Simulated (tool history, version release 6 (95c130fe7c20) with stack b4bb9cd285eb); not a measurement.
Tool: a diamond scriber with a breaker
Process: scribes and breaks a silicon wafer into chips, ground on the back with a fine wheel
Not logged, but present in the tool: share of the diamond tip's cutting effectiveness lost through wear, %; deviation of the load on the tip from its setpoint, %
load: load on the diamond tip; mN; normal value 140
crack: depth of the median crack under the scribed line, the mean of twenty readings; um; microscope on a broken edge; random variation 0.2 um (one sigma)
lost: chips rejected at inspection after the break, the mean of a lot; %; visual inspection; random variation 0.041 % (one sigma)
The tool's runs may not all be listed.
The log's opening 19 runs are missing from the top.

run,hour,load,wafers since the last listed run,hours since the diamond tip was replaced,hours since the load on the tip was calibrated,"incoming depth of the damage left on the back of the incoming wafer, um",crack,lost
20,411.7,157,53,818.4,485,2.83,14.12,1.38
21,440,140,71,846.7,513.3,2.12,12.86,2.1
22,467.1,178,68,873.8,540.4,2.55,15.79,3.85
# hour 488.4: diamond tip replaced by a new one
23,498,116,72,9.6,571.3,2.67,11.79,6.79
# hour 509.4: load on the tip recalibrated
24,530.6,180,76,42.2,21.2,1.87,16.65,8.62
25,548.7,112,45,60.3,39.3,2.29,11.81,9.74
26,584.9,118,90,96.5,75.5,1.67,11.87,6.92
27,604.5,110,49,116.1,95.1,2.64,11.76,13.02
28,629.4,104,62,141,120,1.95,10.94,17.87
29,646.5,140,42,158.1,137.1,2.33,13.7,1.35
30,668.9,140,56,180.5,159.5,1.75,13.71,0.98
31,692.4,102,59,204,183,2.35,10.52,18.8
32,715.8,114,58,227.4,206.4,2.3,11.4,10.84
33,738.4,126,56,250,229,1.98,12.6,4.16
34,765.1,127,67,276.7,255.7,1.83,12.7,4.6
35,793,140,70,304.6,283.6,2.83,13.78,1.92
36,817.5,173,61,329.1,308.1,1.62,15.48,3.78
37,847.1,140,74,358.7,337.7,2,13.5,1.34
38,879.1,140,80,390.7,369.7,2.65,13.3,1.93
39,896.7,140,44,408.3,387.3,1.91,13.45,1.51
40,916.3,140,49,427.9,406.9,2.4,13.23,1.76
41,938.9,115,56,450.5,429.5,2.43,11.3,11.26

Alternative continuations, all from the tool just after run 41; predict every row:
A,939.6,140,1,451.2,430.2,2.28,?,?
B,939.6,174,1,451.2,430.2,2.28,?,?
C,939.6,113,1,451.2,430.2,2.28,?,?
D,939.6,166,1,451.2,430.2,2.28,?,?
E,939.6,158,1,451.2,430.2,2.28,?,?

run,crack,lost
A,13.49,1.75
B,15.77,3.73
C,11.52,12.77
D,15.25,2.17
E,14.72,1.19
What these runs would have given with no unlogged condition in the tool:
run,crack,lost
A,14.22,0.9
B,16.64,7.35
C,12.15,7.76
D,16.08,4.9
E,15.52,2.92
